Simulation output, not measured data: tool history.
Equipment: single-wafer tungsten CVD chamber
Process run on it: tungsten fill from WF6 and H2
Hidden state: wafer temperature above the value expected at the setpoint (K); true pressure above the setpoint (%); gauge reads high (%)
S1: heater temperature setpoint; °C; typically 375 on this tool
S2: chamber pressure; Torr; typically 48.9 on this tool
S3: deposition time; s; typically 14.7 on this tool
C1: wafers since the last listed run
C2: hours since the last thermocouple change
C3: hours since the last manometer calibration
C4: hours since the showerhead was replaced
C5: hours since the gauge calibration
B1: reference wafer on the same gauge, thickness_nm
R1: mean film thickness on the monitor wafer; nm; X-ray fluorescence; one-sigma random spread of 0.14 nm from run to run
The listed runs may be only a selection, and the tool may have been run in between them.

run    hour   S1    S2    S3    C1      C2      C3      C4      C5      B1      R1
  1       0  375  48.9  14.7     0  1074.3   362.3  2483.1  2398.6  27.631  33.036
       68.5  -- thermocouple changed; heater temperature recalibrated
  2    84.1  375  48.9  15.9  1717    15.6   446.4  2567.2  2482.7  27.696  35.168
  3   124.2  375  48.9  14.7   905    55.7   486.5  2607.3  2522.8  27.638  32.355
  4   195.9  375  48.9  14.7  1618   127.4   558.2    2679  2594.5  27.654  32.734
  5   257.6  375  48.9  14.7  1392   189.1   619.9  2740.7  2656.2  27.718  32.701
  6   360.5  375  48.9  14.7  2322     292   722.8  2843.6  2759.1   27.67  32.951
  7     467  375  48.9  14.7  2403   398.5   829.3  2950.1  2865.6  27.694  33.021
  8   559.7  375  48.9  14.7  2092   491.2     922  3042.8  2958.3  27.721  33.294
  9   654.9  362  48.9  14.7  2148   586.4  1017.2    3138  3053.5  27.657  25.833
 10   889.2  375  56.3  14.7  5287   820.7  1251.5  3372.3  3287.8   27.66  34.674
 11   988.8  384  48.9  16.6  2247   920.3  1351.1  3471.9  3387.4  27.703  43.915
     1026.9  -- capacitance manometer re-zeroed and calibrated
 12  1027.7  375  48.9  14.7   697   959.2     0.8  3510.8  3426.3  27.687  33.213
 13  1075.1  387  58.4  14.7  1069  1006.6    48.2  3558.2  3473.7  27.712  43.348
       1112  -- thermocouple changed; heater temperature recalibrated
 14  1145.9  375  48.9  14.7  1417    33.9     119    3629  3544.5  27.669  32.381
 15  1251.5  375  58.7  15.8  2383   139.5   224.6  3734.6  3650.1  27.719  36.755
 16    1309  390  39.2  15.6  1297     197   282.1  3792.1  3707.6  27.668  42.507
 17  1414.8  375  58.8  15.9  2387   302.8   387.9  3897.9  3813.4  27.637  37.757
 18  1493.7  375  48.9  12.4  1780   381.7   466.8  3976.8  3892.3  27.677  27.575
 19  1593.5  385  54.8  12.5  2252   481.5   566.6  4076.6  3992.1  27.745  34.645
 20  1667.7  375  56.4  16.7  1674   555.7   640.8  4150.8  4066.3  27.674  39.111
     1768.4  -- showerhead replaced
 21  1768.9  363  60.6  14.7  2103   656.9     742     0.5  4167.5   27.69  27.953
 22  1871.5  365  60.7  13.6  2315   759.5   844.6   103.1  4270.1  27.697  26.892
     1938.9  -- gauge calibrated
     2012.5  -- thermocouple changed; heater temperature recalibrated
 23  2180.3  375  56.4  14.7  6788   167.8  1153.4   411.9   241.4  27.721  33.974
 24  2279.9  375  60.7  14.7  2247   267.4    1253   511.5     341  27.705  35.012
     2312.1  -- capacitance manometer re-zeroed and calibrated
 25  2351.3  386  48.9  16.8  1430   338.8    39.2   582.9   412.4  27.749  45.566
 26    2622  375  48.9  14.7  6109   609.5   309.9   853.6   683.1  27.655  32.878
 27  2709.3  375  48.9    17  1970   696.8   397.2   940.9   770.4  27.723  38.424
 28  2794.9  362    39  14.7  1931   782.4   482.8  1026.5     856  27.727  24.501
 29  2865.9  375  56.2  16.7  1602   853.4   553.8  1097.5     927  27.707  39.296
 30  2933.5  375  48.9  14.7  1525     921   621.4  1165.1   994.6  27.755  33.488
     2974.4  -- thermocouple changed; heater temperature recalibrated
 31  3021.5  369  36.7  12.9  1805    47.1   709.4  1253.1  1082.6  27.708  23.677
 32  3128.3  386  57.9  13.7  2410   153.9   816.2  1359.9  1189.4  27.667  39.091
 33  3225.4  375  48.9  14.7  2191     251   913.3    1457  1286.5   27.68  33.059

Alternative continuations, all from the tool just after run 33; predict every row:
  A  3225.8  375  54.4  14.7   9  251.4  913.7  1457.4  1286.9   ?   ?
  B  3225.8  375  37.8  13.2   9  251.4  913.7  1457.4  1286.9   ?   ?
  C  3225.8  381  44.4  16.9   9  251.4  913.7  1457.4  1286.9   ?   ?
  D  3225.8  366  39.5  16.6   9  251.4  913.7  1457.4  1286.9   ?   ?
  E  3225.8  360  48.9  14.7   9  251.4  913.7  1457.4  1286.9   ?   ?

run      B1      R1
  A  27.661  33.882
  B  27.661  27.452
  C  27.661  40.948
  D  27.661   29.61
  E  27.661   24.81
The same runs, with their run-to-run variation unchanged, on a tool lacking any hidden condition would have given:
run      R1
  A  33.291
  B  26.973
  C  40.253
  D  29.074
  E  24.353
